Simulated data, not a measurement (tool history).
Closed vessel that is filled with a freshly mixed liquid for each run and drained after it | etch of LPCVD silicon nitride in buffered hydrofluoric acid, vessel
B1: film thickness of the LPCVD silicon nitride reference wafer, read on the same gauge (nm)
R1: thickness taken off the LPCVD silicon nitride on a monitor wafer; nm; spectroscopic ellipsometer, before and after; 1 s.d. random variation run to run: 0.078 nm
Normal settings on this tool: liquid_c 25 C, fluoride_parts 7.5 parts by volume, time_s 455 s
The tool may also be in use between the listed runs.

Run 1, hour 0: usual settings; B1 40.03. Result: R1 9.07 nm.
Run 2, hour 75.5: usual settings but liquid_c 27 C; B1 39.97. Result: R1 10.13 nm.
At hour 127.1: hydrofluoric acid flow meter replaced.
Run 3, hour 170.3: usual settings but liquid_c 24 C; B1 40.01. Result: R1 8.55 nm.
Run 4, hour 257.5: usual settings but fluoride_parts 6.5 parts by volume; B1 40.01. Result: R1 10.39 nm.
Run 5, hour 331.9: usual settings but fluoride_parts 6.5 parts by volume; B1 40.02. Result: R1 10.44 nm.
Run 6, hour 378.6: usual settings but fluoride_parts 6.5 parts by volume; B1 40.02. Result: R1 10.42 nm.
Run 7, hour 444: usual settings; B1 40.03. Result: R1 9.19 nm.
Run 8, hour 501.4: usual settings but liquid_c 22 C; B1 39.98. Result: R1 7.74 nm.
Run 9, hour 544.6: usual settings; B1 40. Result: R1 9.18 nm.
At hour 582.3: thermometer replaced.
Run 10, hour 600.2: usual settings; B1 39.95. Result: R1 8.38 nm.
At hour 667.3: gauge calibrated.
Run 11, hour 677.4: usual settings; B1 40. Result: R1 8.66 nm.
Run 12, hour 726.9: usual settings; B1 39.99. Result: R1 8.58 nm.
Run 13, hour 824.7: usual settings; B1 39.99. Result: R1 8.62 nm.
Run 14, hour 909.8: usual settings but time_s 670 s; B1 40.02. Result: R1 12.79 nm.
Run 15, hour 979.3: usual settings but fluoride_parts 5 parts by volume, time_s 315 s; B1 39.98. Result: R1 8.7 nm.
Run 16, hour 1056: usual settings but time_s 625 s; B1 39.99. Result: R1 12.1 nm.
Run 17, hour 1110.9: usual settings but liquid_c 23.5 C; B1 39.98. Result: R1 7.93 nm.
Run 18, hour 1177.2: usual settings; B1 40. Result: R1 8.86 nm.
Run 19, hour 1218.5: usual settings but fluoride_parts 5 parts by volume, time_s 575 s; B1 40.01. Result: R1 15.91 nm.
Run 20, hour 1267.9: usual settings but liquid_c 29.5 C; B1 39.96. Result: R1 11.25 nm.
Run 21, hour 1331.1: usual settings but liquid_c 27.5 C, fluoride_parts 10 parts by volume, time_s 565 s; B1 39.98. Result: R1 9.77 nm.
Run 22, hour 1380.4: usual settings but fluoride_parts 8.5 parts by volume, time_s 300 s; B1 39.98. Result: R1 5.16 nm.
At hour 1425.9: hydrofluoric acid flow meter replaced.
Run 23, hour 1467.8: usual settings; B1 40.02. Result: R1 8.92 nm.
Run 24, hour 1523.3: usual settings but liquid_c 29.5 C, time_s 570 s; B1 40.01. Result: R1 14.36 nm.
Run 25, hour 1626.6: usual settings but fluoride_parts 5 parts by volume, time_s 265 s; B1 39.98. Result: R1 7.53 nm.
Run 26, hour 1719.2: usual settings but liquid_c 26.5 C, fluoride_parts 6 parts by volume, time_s 355 s; B1 40. Result: R1 9.44 nm.
Run 27, hour 1756.2: usual settings but fluoride_parts 8.5 parts by volume; B1 40. Result: R1 7.88 nm.
Run 28, hour 1839: usual settings; B1 40.01. Result: R1 9.18 nm.
At hour 1882: thermometer replaced.
Run 29, hour 1927.2: usual settings but liquid_c 28 C, fluoride_parts 5.5 parts by volume, time_s 665 s; B1 40.01. Result: R1 19.47 nm.
Run 30, hour 2022.5: usual settings but liquid_c 29.5 C, time_s 570 s; B1 40.01. Result: R1 13.82 nm.
Run 31, hour 2106.3: usual settings; B1 39.98. Result: R1 8.47 nm.

State the hidden condition of the tool at each of the runs:
hydrofluoric acid flow below the setpoint (%): 0 across all the runs
gauge reads high (%): 0 across all the runs
H1: liquid hotter than its thermometer reads (K)
run      H1
  1    1.09
  2    1.16
  3    1.26
  4    1.35
  5    1.42
  6    1.47
  7    1.54
  8    1.59
  9    1.64
 10  0.0855
 11   0.163
 12   0.213
 13   0.312
 14   0.398
 15   0.468
 16   0.545
 17     0.6
 18   0.667
 19   0.709
 20   0.759
 21   0.822
 22   0.872
 23    0.96
 24    1.02
 25    1.12
 26    1.21
 27    1.25
 28    1.33
 29    0.13
 30   0.226
 31    0.31
